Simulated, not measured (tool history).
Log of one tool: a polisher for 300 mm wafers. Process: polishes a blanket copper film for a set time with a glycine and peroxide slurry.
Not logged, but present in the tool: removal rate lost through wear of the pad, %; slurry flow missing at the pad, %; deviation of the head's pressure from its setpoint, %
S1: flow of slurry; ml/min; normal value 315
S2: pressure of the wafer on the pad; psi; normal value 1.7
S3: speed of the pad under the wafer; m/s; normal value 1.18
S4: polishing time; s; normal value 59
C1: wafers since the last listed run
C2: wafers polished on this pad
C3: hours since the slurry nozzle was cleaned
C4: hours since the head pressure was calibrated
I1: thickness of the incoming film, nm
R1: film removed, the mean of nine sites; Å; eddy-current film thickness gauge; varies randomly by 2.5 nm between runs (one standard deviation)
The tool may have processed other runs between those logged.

run 1 hour=0.0 | S1=315 S2=1.7 S3=1.18 S4=59 | C1=0 C2=6 C3=225.3 C4=407.4 | I1=1692.9 | R1=2318
run 2 hour=14.8 | S1=315 S2=1.7 S3=1.18 S4=59 | C1=186 C2=192 C3=240.1 C4=422.2 | I1=1678.1 | R1=2258
run 3 hour=22.4 | S1=315 S2=1.7 S3=1.18 S4=59 | C1=95 C2=287 C3=247.7 C4=429.8 | I1=1673.4 | R1=2292
run 4 hour=38.7 | S1=315 S2=1.7 S3=1.18 S4=59 | C1=205 C2=493 C3=264.0 C4=446.1 | I1=1691.9 | R1=2244
run 5 hour=55.6 | S1=315 S2=1.7 S3=1.18 S4=59 | C1=212 C2=705 C3=280.9 C4=463.0 | I1=1670.1 | R1=2185
run 6 hour=65.7 | S1=235 S2=1.4 S3=1.18 S4=59 | C1=127 C2=832 C3=291.0 C4=473.1 | I1=1666.8 | R1=1913
run 7 hour=80.4 | S1=235 S2=1.4 S3=1.18 S4=59 | C1=184 C2=1017 C3=305.7 C4=487.8 | I1=1681.4 | R1=1865
run 8 hour=94.5 | S1=235 S2=1.4 S3=1.18 S4=59 | C1=177 C2=1194 C3=319.8 C4=501.9 | I1=1675.8 | R1=1829
run 9 hour=105.1 | S1=245 S2=1.7 S3=1.18 S4=59 | C1=133 C2=1328 C3=330.4 C4=512.5 | I1=1673.7 | R1=1998
-- hour=112.2 worn pad replaced by a new one
run 10 hour=115.0 | S1=315 S2=1.7 S3=1.18 S4=46 | C1=74 C2=35 C3=340.3 C4=522.4 | I1=1704.8 | R1=1769
run 11 hour=129.8 | S1=315 S2=1.7 S3=1.18 S4=59 | C1=186 C2=221 C3=355.1 C4=537.2 | I1=1669.2 | R1=2253
run 12 hour=137.3 | S1=315 S2=1.7 S3=1.18 S4=59 | C1=94 C2=315 C3=362.6 C4=544.7 | I1=1663.5 | R1=2213
run 13 hour=150.3 | S1=315 S2=1.7 S3=1.18 S4=59 | C1=163 C2=479 C3=375.6 C4=557.7 | I1=1663.4 | R1=2223
run 14 hour=163.0 | S1=315 S2=1.7 S3=1.18 S4=59 | C1=159 C2=639 C3=388.3 C4=570.4 | I1=1704.1 | R1=2232
run 15 hour=180.4 | S1=315 S2=1.7 S3=1.18 S4=59 | C1=218 C2=857 C3=405.7 C4=587.8 | I1=1672.9 | R1=2145
run 16 hour=195.9 | S1=315 S2=2.0 S3=1.02 S4=59 | C1=194 C2=1052 C3=421.2 C4=603.3 | I1=1684.0 | R1=2244
run 17 hour=207.7 | S1=275 S2=1.7 S3=1.18 S4=59 | C1=148 C2=1201 C3=433.0 C4=615.1 | I1=1666.3 | R1=2091
run 18 hour=218.6 | S1=260 S2=1.7 S3=1.18 S4=68 | C1=137 C2=1338 C3=443.9 C4=626.0 | I1=1709.7 | R1=2332
run 19 hour=241.7 | S1=315 S2=1.7 S3=1.18 S4=59 | C1=290 C2=1628 C3=467.0 C4=649.1 | I1=1667.1 | R1=2081
-- hour=247.7 worn pad replaced by a new one
run 20 hour=251.2 | S1=315 S2=1.2 S3=1.40 S4=54 | C1=69 C2=44 C3=476.5 C4=658.6 | I1=1670.1 | R1=1837
run 21 hour=258.4 | S1=315 S2=1.2 S3=1.34 S4=59 | C1=90 C2=134 C3=483.7 C4=665.8 | I1=1711.8 | R1=1954
run 22 hour=266.6 | S1=225 S2=1.7 S3=1.18 S4=44 | C1=103 C2=237 C3=491.9 C4=674.0 | I1=1693.4 | R1=1555
run 23 hour=279.5 | S1=315 S2=1.7 S3=1.18 S4=59 | C1=162 C2=399 C3=504.8 C4=686.9 | I1=1667.5 | R1=2198
run 24 hour=289.4 | S1=315 S2=1.7 S3=1.58 S4=77 | C1=124 C2=524 C3=514.7 C4=696.8 | I1=1683.8 | R1=3311
-- hour=301.0 slurry nozzle cleaned
run 25 hour=306.9 | S1=315 S2=1.7 S3=1.18 S4=59 | C1=207 C2=732 C3=5.9 C4=714.3 | I1=1682.1 | R1=2236
run 26 hour=317.8 | S1=400 S2=2.2 S3=0.90 S4=78 | C1=137 C2=869 C3=16.8 C4=725.2 | I1=1679.2 | R1=3030
-- hour=331.7 head pressure recalibrated
run 27 hour=332.2 | S1=360 S2=1.7 S3=1.18 S4=79 | C1=155 C2=1025 C3=31.2 C4=0.5 | I1=1700.0 | R1=3016
run 28 hour=348.8 | S1=315 S2=1.7 S3=0.90 S4=59 | C1=208 C2=1233 C3=47.8 C4=17.1 | I1=1684.8 | R1=1927
run 29 hour=355.0 | S1=315 S2=1.7 S3=1.18 S4=59 | C1=77 C2=1311 C3=54.0 C4=23.3 | I1=1707.5 | R1=2188
-- hour=365.0 worn pad replaced by a new one
run 30 hour=370.3 | S1=315 S2=1.7 S3=1.34 S4=59 | C1=142 C2=66 C3=69.3 C4=38.6 | I1=1664.6 | R1=2481
run 31 hour=387.8 | S1=315 S2=2.3 S3=1.18 S4=59 | C1=220 C2=286 C3=86.8 C4=56.1 | I1=1702.6 | R1=2801
run 32 hour=402.6 | S1=315 S2=1.7 S3=1.18 S4=59 | C1=186 C2=472 C3=101.6 C4=70.9 | I1=1705.9 | R1=2236
run 33 hour=415.8 | S1=345 S2=1.7 S3=0.90 S4=59 | C1=166 C2=638 C3=114.8 C4=84.1 | I1=1678.5 | R1=1986
run 34 hour=425.7 | S1=355 S2=1.7 S3=1.18 S4=59 | C1=124 C2=763 C3=124.7 C4=94.0 | I1=1695.4 | R1=2240
run 35 hour=443.6 | S1=315 S2=1.7 S3=1.42 S4=69 | C1=225 C2=988 C3=142.6 C4=111.9 | I1=1664.9 | R1=2799
run 36 hour=456.5 | S1=315 S2=2.1 S3=1.40 S4=59 | C1=162 C2=1150 C3=155.5 C4=124.8 | I1=1671.1 | R1=2684
run 37 hour=464.9 | S1=235 S2=1.2 S3=1.18 S4=59 | C1=105 C2=1256 C3=163.9 C4=133.2 | I1=1701.4 | R1=1711
-- hour=470.1 worn pad replaced by a new one
run 38 hour=479.3 | S1=315 S2=1.1 S3=1.30 S4=59 | C1=130 C2=115 C3=178.3 C4=147.6 | I1=1678.8 | R1=1865

Same runs, no hidden state in the tool, same run-to-run variation:
run=1 R1=2399
run=2 R1=2363
run=3 R1=2413
run=4 R1=2392
run=5 R1=2360
run=6 R1=2103
run=7 R1=2075
run=8 R1=2058
run=9 R1=2264
run=10 R1=1843
run=11 R1=2372
run=12 R1=2343
run=13 R1=2376
run=14 R1=2408
run=15 R1=2345
run=16 R1=2481
run=17 R1=2346
run=18 R1=2644
run=19 R1=2383
run=20 R1=1935
run=21 R1=2069
run=22 R1=1681
run=23 R1=2363
run=24 R1=3584
run=25 R1=2356
run=26 R1=3218
run=27 R1=3245
run=28 R1=2106
run=29 R1=2404
run=30 R1=2544
run=31 R1=2914
run=32 R1=2355
run=33 R1=2112
run=34 R1=2400
run=35 R1=3051
run=36 R1=2958
run=37 R1=1915
run=38 R1=1952
